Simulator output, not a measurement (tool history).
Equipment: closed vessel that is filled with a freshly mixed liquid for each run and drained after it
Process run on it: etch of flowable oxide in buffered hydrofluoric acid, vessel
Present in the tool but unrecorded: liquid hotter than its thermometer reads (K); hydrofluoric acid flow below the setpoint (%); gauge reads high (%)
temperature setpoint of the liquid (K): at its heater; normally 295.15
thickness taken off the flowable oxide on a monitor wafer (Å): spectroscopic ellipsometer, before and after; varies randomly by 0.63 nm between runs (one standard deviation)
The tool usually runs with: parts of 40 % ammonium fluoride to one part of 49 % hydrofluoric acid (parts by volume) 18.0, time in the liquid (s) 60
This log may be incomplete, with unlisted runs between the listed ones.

run	hour	temperature setpoint of the liquid (K)	parts of 40 % ammonium fluoride to one part of 49 % hydrofluoric acid (parts by volume)	time in the liquid (s)	wafers since the last listed run	hours since the thermometer was replaced	hours since the hydrofluoric acid flow meter was replaced	hours since the gauge calibration	read-back film thickness of the flowable oxide reference wafer, read on the same gauge (nm)	thickness taken off the flowable oxide on a monitor wafer (Å)
1	0.0	295.15	18.0	85	0	2122.5	1105.2	463.1	40.01	1436.3
2	70.5	295.15	18.0	85	10120	2193.0	1175.7	533.6	40.00	1429.2
3	113.9	295.15	18.0	85	6229	2236.4	1219.1	577.0	39.97	1440.9
4	154.2	295.15	18.0	75	5784	2276.7	1259.4	617.3	40.02	1259.2
5	189.5	295.15	18.0	75	5067	2312.0	1294.7	652.6	40.02	1265.1
6	278.2	295.15	18.0	75	12732	2400.7	1383.4	741.3	40.02	1279.4
7	324.0	295.15	18.0	60	6574	2446.5	1429.2	787.1	40.00	1008.9
8	355.3	295.15	18.0	60	4492	2477.8	1460.5	818.4	40.00	1008.7
9	384.0	295.15	18.0	60	4119	2506.5	1489.2	847.1	40.00	1022.8
10	434.1	295.15	24.5	85	7191	2556.6	1539.3	897.2	40.00	1137.3
# hour 451.1: gauge calibrated
11	496.4	296.65	23.5	80	8942	2618.9	1601.6	45.3	39.95	1191.6
12	568.3	295.15	24.0	60	10320	2690.8	1673.5	117.2	40.00	808.7
# hour 615.2: hydrofluoric acid flow meter replaced
# hour 621.9: thermometer replaced
13	625.1	295.15	18.0	60	7866	3.2	9.9	174.0	40.04	942.8
14	671.0	293.15	15.0	60	6588	49.1	55.8	219.9	39.98	1012.4
15	715.5	291.65	22.0	35	6387	93.6	100.3	264.4	39.98	378.7
16	786.2	297.15	18.0	35	10148	164.3	171.0	335.1	39.99	617.7
17	833.0	297.15	18.0	60	6717	211.1	217.8	381.9	39.98	1058.4
18	897.2	295.15	18.0	60	9215	275.3	282.0	446.1	39.99	939.1
19	933.9	293.65	18.0	60	5268	312.0	318.7	482.8	40.01	869.0

Some steps in thickness taken off the flowable oxide on a monitor wafer (Å) between neighbouring runs. How much of each would the tool show without its hidden state too (settings, what came in, random variation), and how much is left for the hidden state, with any gauge scatter that isn't in both results?
Run 12 -> 13: parts of 40 % ammonium fluoride to one part of 49 % hydrofluoric acid (parts by volume) 24.0 -> 18.0, hydrofluoric acid flow meter replaced, thermometer replaced. thickness taken off the flowable oxide on a monitor wafer (Å) +134.1: hidden state -66.8, all else +200.9.
Run 14 -> 15: temperature setpoint of the liquid (K) 293.15 -> 291.65, parts of 40 % ammonium fluoride to one part of 49 % hydrofluoric acid (parts by volume) 15.0 -> 22.0, time in the liquid (s) 60 -> 35. thickness taken off the flowable oxide on a monitor wafer (Å) -633.7: hidden state -1.0, all else -632.7.
